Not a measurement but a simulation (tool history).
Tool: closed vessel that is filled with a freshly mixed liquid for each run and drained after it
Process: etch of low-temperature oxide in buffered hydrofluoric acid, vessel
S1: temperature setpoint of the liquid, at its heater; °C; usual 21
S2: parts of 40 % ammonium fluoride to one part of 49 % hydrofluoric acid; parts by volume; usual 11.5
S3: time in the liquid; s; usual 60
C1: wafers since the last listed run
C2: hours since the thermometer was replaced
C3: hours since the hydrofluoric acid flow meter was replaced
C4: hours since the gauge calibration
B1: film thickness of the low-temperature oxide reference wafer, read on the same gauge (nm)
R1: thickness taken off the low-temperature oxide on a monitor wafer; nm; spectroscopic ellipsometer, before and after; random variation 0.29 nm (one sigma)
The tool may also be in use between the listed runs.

Run 1, hour 0: usual settings; C1 0; C2 1437.3; C3 678; C4 150.8; B1 129.99. Result: R1 86.7 nm.
Run 2, hour 12.5: usual settings; C1 1559; C2 1449.8; C3 690.5; C4 163.3; B1 129.99. Result: R1 86.55 nm.
Run 3, hour 26: usual settings; C1 1684; C2 1463.3; C3 704; C4 176.8; B1 130. Result: R1 87.02 nm.
Run 4, hour 35.2: usual settings; C1 1147; C2 1472.5; C3 713.2; C4 186; B1 129.99. Result: R1 86.84 nm.
At hour 51: gauge calibrated.
Run 5, hour 51.8: usual settings; C1 2071; C2 1489.1; C3 729.8; C4 0.8; B1 130. Result: R1 86.35 nm.
Run 6, hour 63.1: usual settings; C1 1409; C2 1500.4; C3 741.1; C4 12.1; B1 129.99. Result: R1 86 nm.
Run 7, hour 78.8: usual settings; C1 1958; C2 1516.1; C3 756.8; C4 27.8; B1 129.97. Result: R1 86.19 nm.
Run 8, hour 90.6: usual settings; C1 1472; C2 1527.9; C3 768.6; C4 39.6; B1 130.01. Result: R1 85.83 nm.
Run 9, hour 97.7: usual settings but S1 24.5 °C; C1 885; C2 1535; C3 775.7; C4 46.7; B1 130. Result: R1 104.49 nm.
Run 10, hour 110.8: usual settings but S1 24.5 °C; C1 1634; C2 1548.1; C3 788.8; C4 59.8; B1 130.03. Result: R1 104.66 nm.
At hour 113.4: thermometer replaced.
Run 11, hour 163.5: usual settings; C1 6450; C2 50.1; C3 841.5; C4 112.5; B1 130.03. Result: R1 85.91 nm.
Run 12, hour 174.1: usual settings; C1 1322; C2 60.7; C3 852.1; C4 123.1; B1 130.01. Result: R1 85.85 nm.
Run 13, hour 183.4: usual settings but S2 13.5 parts by volume; C1 1160; C2 70; C3 861.4; C4 132.4; B1 130. Result: R1 73.37 nm.
Run 14, hour 201.3: usual settings but S2 13.5 parts by volume; C1 2233; C2 87.9; C3 879.3; C4 150.3; B1 129.99. Result: R1 73.06 nm.
Run 15, hour 216.1: usual settings but S2 7 parts by volume, S3 35 s; C1 1846; C2 102.7; C3 894.1; C4 165.1; B1 129.98. Result: R1 79.65 nm.
At hour 220.2: hydrofluoric acid flow meter replaced.
Run 16, hour 231.4: usual settings but S2 7 parts by volume, S3 35 s; C1 1784; C2 118; C3 11.2; C4 180.4; B1 130.01. Result: R1 85.1 nm.
Run 17, hour 239.3: usual settings but S3 85 s; C1 985; C2 125.9; C3 19.1; C4 188.3; B1 130.01. Result: R1 129 nm.
Run 18, hour 253.8: usual settings; C1 1809; C2 140.4; C3 33.6; C4 202.8; B1 130. Result: R1 90.5 nm.
At hour 254.3: gauge calibrated.
Run 19, hour 264.3: usual settings but S3 40 s; C1 1310; C2 150.9; C3 44.1; C4 10; B1 129.98. Result: R1 60.44 nm.
Run 20, hour 270.5: usual settings but S1 23 °C, S2 13 parts by volume; C1 773; C2 157.1; C3 50.3; C4 16.2; B1 130. Result: R1 89.41 nm.
Run 21, hour 282.4: usual settings; C1 1484; C2 169; C3 62.2; C4 28.1; B1 130. Result: R1 90.77 nm.
Run 22, hour 293.8: usual settings but S2 15.5 parts by volume, S3 75 s; C1 1422; C2 180.4; C3 73.6; C4 39.5; B1 130. Result: R1 84.33 nm.
Run 23, hour 301.1: usual settings but S1 18 °C, S2 8 parts by volume, S3 45 s; C1 910; C2 187.7; C3 80.9; C4 46.8; B1 130. Result: R1 79.96 nm.
Run 24, hour 314.1: usual settings but S1 19.5 °C, S3 30 s; C1 1622; C2 200.7; C3 93.9; C4 59.8; B1 129.98. Result: R1 41.42 nm.
Run 25, hour 324.6: usual settings; C1 1310; C2 211.2; C3 104.4; C4 70.3; B1 129.98. Result: R1 90.52 nm.
Run 26, hour 334: usual settings; C1 1172; C2 220.6; C3 113.8; C4 79.7; B1 130. Result: R1 90.2 nm.
Run 27, hour 344.9: usual settings but S1 26 °C, S2 9 parts by volume, S3 90 s; C1 1359; C2 231.5; C3 124.7; C4 90.6; B1 129.99. Result: R1 218.28 nm.
Run 28, hour 358.7: usual settings but S2 7 parts by volume, S3 30 s; C1 1721; C2 245.3; C3 138.5; C4 104.4; B1 130.01. Result: R1 72.05 nm.

The same runs without the tool's hidden state, with the same run-to-run variation:
The hidden state here: liquid colder than its thermometer reads (K); hydrofluoric acid flow below the setpoint (%); gauge reads high (%).
run      R1
  1   91.32
  2   91.24
  3   91.82
  4   91.68
  5   91.28
  6   90.98
  7   91.28
  8   90.97
  9   110.8
 10  111.07
 11   91.51
 12   91.51
 13   78.28
 14   78.06
 15   85.75
 16   85.87
 17  130.14
 18   91.38
 19   61.07
 20   90.39
 21   91.83
 22   85.38
 23   81.11
 24   41.99
 25   91.84
 26   91.57
 27  220.49
 28   73.38
